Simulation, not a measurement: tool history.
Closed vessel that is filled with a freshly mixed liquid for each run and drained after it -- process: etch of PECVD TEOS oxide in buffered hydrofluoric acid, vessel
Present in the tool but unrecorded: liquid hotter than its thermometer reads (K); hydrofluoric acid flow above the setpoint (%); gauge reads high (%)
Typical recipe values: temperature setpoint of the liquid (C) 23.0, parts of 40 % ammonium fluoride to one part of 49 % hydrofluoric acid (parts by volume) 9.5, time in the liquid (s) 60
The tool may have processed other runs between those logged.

run	hour	temperature setpoint of the liquid (C)	parts of 40 % ammonium fluoride to one part of 49 % hydrofluoric acid (parts by volume)	time in the liquid (s)	wafers since the last listed run	hours since the thermometer was replaced	hours since the hydrofluoric acid flow meter was replaced	hours since the gauge calibration	read-back film thickness of the PECVD TEOS oxide reference wafer, read on the same gauge (nm)	thickness taken off the PECVD TEOS oxide on a monitor wafer (nm)
1	0.0	23.0	9.5	60	0	118.6	1484.1	2593.5	102.69	79.73
2	70.8	23.0	9.5	60	5659	189.4	1554.9	2664.3	102.73	80.51
3	128.7	23.0	9.5	60	4628	247.3	1612.8	2722.2	102.79	81.75
4	178.8	23.0	9.5	60	4004	297.4	1662.9	2772.3	102.88	80.23
5	233.9	23.0	9.5	60	4404	352.5	1718.0	2827.4	102.91	81.31
6	314.2	23.0	9.5	60	6419	432.8	1798.3	2907.7	102.99	81.10
7	371.8	23.0	9.5	60	4604	490.4	1855.9	2965.3	103.05	79.87
# hour 436.1: hydrofluoric acid flow meter replaced
8	453.0	23.0	9.5	60	6411	571.6	16.9	3046.5	103.15	80.78
9	495.2	23.0	9.5	60	3373	613.8	59.1	3088.7	103.18	81.48
# hour 511.1: gauge calibrated
10	572.9	23.0	9.5	60	6211	691.5	136.8	61.8	100.47	79.16
# hour 623.0: thermometer replaced
11	627.9	23.0	12.0	60	4316	4.9	191.8	116.8	100.53	64.96
12	664.5	25.0	9.5	45	2925	41.5	228.4	153.4	100.55	65.37
13	750.2	27.5	11.5	90	6850	127.2	314.1	239.1	100.66	128.59
14	840.1	28.0	6.5	85	7186	217.1	404.0	329.0	100.76	211.25
15	884.2	18.0	7.5	80	3525	261.2	448.1	373.1	100.78	101.59
16	1074.2	23.0	7.5	60	15188	451.2	638.1	563.1	100.96	100.59
17	1154.1	23.0	9.5	60	6387	531.1	718.0	643.0	101.05	80.26
18	1248.3	23.0	7.5	60	7530	625.3	812.2	737.2	101.14	99.77
19	1340.9	25.5	7.0	60	7402	717.9	904.8	829.8	101.25	124.64
20	1429.9	23.0	9.5	60	7114	806.9	993.8	918.8	101.31	79.11
21	1480.0	18.5	11.5	60	4004	857.0	1043.9	968.9	101.42	52.50
22	1578.6	23.0	13.5	60	7881	955.6	1142.5	1067.5	101.46	58.01
# hour 1594.7: thermometer replaced
23	1618.9	23.0	9.5	60	3141	24.2	1182.8	1107.8	101.53	79.65
24	1672.5	18.0	12.5	60	4284	77.8	1236.4	1161.4	101.58	47.20
25	1725.2	19.0	9.5	60	4212	130.5	1289.1	1214.1	101.62	63.95
26	1995.0	25.0	9.5	45	21567	400.3	1558.9	1483.9	101.92	67.11
27	2060.4	23.0	9.5	60	5228	465.7	1624.3	1549.3	101.98	80.45
28	2158.4	23.0	9.5	60	7834	563.7	1722.3	1647.3	102.10	80.96
29	2219.2	23.0	9.5	60	4860	624.5	1783.1	1708.1	102.12	80.04
30	2264.6	21.5	12.0	75	3629	669.9	1828.5	1753.5	102.17	74.26
# hour 2287.0: hydrofluoric acid flow meter replaced
31	2343.8	20.0	12.5	60	6251	749.1	56.8	1832.7	102.27	52.50
32	2436.7	23.0	9.5	85	7426	842.0	149.7	1925.6	102.37	114.72
33	2484.4	20.5	9.5	60	3813	889.7	197.4	1973.3	102.40	69.83

State the hidden condition of the tool at each of the runs:
liquid hotter than its thermometer reads (K): 0, the same for each run
hydrofluoric acid flow above the setpoint (%): 0, the same for each run
H1: gauge reads high (%)
run	H1
1	2.67
2	2.75
3	2.8
4	2.86
5	2.91
6	2.99
7	3.05
8	3.13
9	3.18
10	0.459
11	0.515
12	0.552
13	0.639
14	0.73
15	0.775
16	0.968
17	1.05
18	1.15
19	1.24
20	1.33
21	1.38
22	1.48
23	1.52
24	1.58
25	1.63
26	1.9
27	1.97
28	2.07
29	2.13
30	2.18
31	2.26
32	2.35
33	2.4
